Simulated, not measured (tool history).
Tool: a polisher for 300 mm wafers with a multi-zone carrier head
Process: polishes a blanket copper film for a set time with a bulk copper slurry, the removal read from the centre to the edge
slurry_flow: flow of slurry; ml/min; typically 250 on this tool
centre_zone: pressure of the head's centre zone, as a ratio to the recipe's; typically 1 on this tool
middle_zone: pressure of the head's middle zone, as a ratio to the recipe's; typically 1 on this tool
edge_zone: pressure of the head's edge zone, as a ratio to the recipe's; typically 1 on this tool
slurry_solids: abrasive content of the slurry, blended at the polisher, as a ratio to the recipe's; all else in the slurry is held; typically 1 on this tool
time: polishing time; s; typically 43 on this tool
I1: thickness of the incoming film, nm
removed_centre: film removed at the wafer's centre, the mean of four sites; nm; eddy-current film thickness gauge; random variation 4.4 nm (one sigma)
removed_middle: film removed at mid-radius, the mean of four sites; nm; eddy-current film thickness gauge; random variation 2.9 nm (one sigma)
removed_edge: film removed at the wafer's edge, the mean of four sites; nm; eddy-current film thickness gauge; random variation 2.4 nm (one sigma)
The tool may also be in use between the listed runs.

Run 1, hour 0: usual settings; I1 2591.8. Result: removed_centre 403.3 nm, removed_middle 397.3 nm, removed_edge 397.8 nm.
At hour 131.9: worn pad replaced by a new one.
Run 2, hour 254.4: usual settings; I1 2619.9. Result: removed_centre 400 nm, removed_middle 406.6 nm, removed_edge 403.7 nm.
Run 3, hour 358.9: usual settings but edge_zone 1.05; I1 2608.8. Result: removed_centre 391.4 nm, removed_middle 400.7 nm, removed_edge 406.1 nm.
At hour 404.6: worn pad replaced by a new one.
Run 4, hour 421.5: usual settings but edge_zone 1.05; I1 2591.3. Result: removed_centre 387.2 nm, removed_middle 402.3 nm, removed_edge 404.3 nm.
Run 5, hour 504.3: usual settings; I1 2673.3. Result: removed_centre 385.9 nm, removed_middle 399.9 nm, removed_edge 397.3 nm.
At hour 526.3: edge zone pressure recalibrated.
Run 6, hour 548: usual settings; I1 2604.4. Result: removed_centre 375.7 nm, removed_middle 400.2 nm, removed_edge 400.3 nm.
At hour 612: slurry nozzle cleaned.
Run 7, hour 643.3: usual settings; I1 2644. Result: removed_centre 376.5 nm, removed_middle 402 nm, removed_edge 398.5 nm.
At hour 659.7: worn pad replaced by a new one.
Run 8, hour 690.6: usual settings; I1 2651.2. Result: removed_centre 379.8 nm, removed_middle 400.9 nm, removed_edge 397.2 nm.
At hour 715.6: centre zone pressure recalibrated.
Run 9, hour 756.1: usual settings but slurry_flow 315 ml/min; I1 2619.3. Result: removed_centre 362.6 nm, removed_middle 408.8 nm, removed_edge 405.5 nm.
Run 10, hour 863.2: usual settings; I1 2668.7. Result: removed_centre 356.3 nm, removed_middle 406 nm, removed_edge 399 nm.
Run 11, hour 901.2: usual settings but slurry_flow 335 ml/min, middle_zone 1.05, edge_zone 0.89, slurry_solids 1.3; I1 2624.7. Result: removed_centre 391.3 nm, removed_middle 467.9 nm, removed_edge 420.1 nm.
At hour 923: worn pad replaced by a new one.
At hour 941.2: carrier head's membrane replaced by a new one.
Run 12, hour 1000.8: usual settings; I1 2652. Result: removed_centre 347.4 nm, removed_middle 403.2 nm, removed_edge 399.7 nm.
At hour 1031.5: centre zone pressure recalibrated, repeated, since the last time left the tool worse.
Run 13, hour 1041.7: usual settings but edge_zone 1.12; I1 2583. Result: removed_centre 411.8 nm, removed_middle 400.2 nm, removed_edge 419.1 nm.
Run 14, hour 1136.4: usual settings but centre_zone 1.1, middle_zone 1.06, time 54 s; I1 2563. Result: removed_centre 564.7 nm, removed_middle 532 nm, removed_edge 495.7 nm.
At hour 1200.9: worn pad replaced by a new one.
Run 15, hour 1228.7: usual settings but centre_zone 1.04; I1 2642.9. Result: removed_centre 418.2 nm, removed_middle 396.7 nm, removed_edge 394.4 nm.
Run 16, hour 1294.6: usual settings but slurry_flow 320 ml/min, edge_zone 1.05, slurry_solids 1.2; I1 2638.9. Result: removed_centre 432.4 nm, removed_middle 434.4 nm, removed_edge 440.5 nm.

Predict each of these 5 candidate next runs independently; none follows another, all start after run 16:
Run A, hour 1295: usual settings but edge_zone 0.94; I1 2587.8. Result: removed_centre ?, removed_middle ?, removed_edge ?.
Run B, hour 1295: usual settings but slurry_flow 310 ml/min, centre_zone 1.05; I1 2587.8. Result: removed_centre ?, removed_middle ?, removed_edge ?.
Run C, hour 1295: usual settings but slurry_solids 1.25, time 39 s; I1 2587.8. Result: removed_centre ?, removed_middle ?, removed_edge ?.
Run D, hour 1295: usual settings but slurry_flow 220 ml/min, middle_zone 1.04, time 57 s; I1 2587.8. Result: removed_centre ?, removed_middle ?, removed_edge ?.
Run E, hour 1295: usual settings but middle_zone 1.06; I1 2587.8. Result: removed_centre ?, removed_middle ?, removed_edge ?.

run  removed_centre  removed_middle  removed_edge
  A           397.5             396         389.8
  B           428.5           405.4         408.1
  C           385.8           384.3           389
  D           517.2           533.4         524.3
  E           397.7             416         400.5
With no hidden state in the tool, these same runs would have given:
run  removed_centre  removed_middle  removed_edge
  A           407.9           395.9         389.8
  B           439.6           405.3         408.1
  C           395.9           384.3           389
  D           530.7           533.4         524.3
  E           408.1             416         400.5
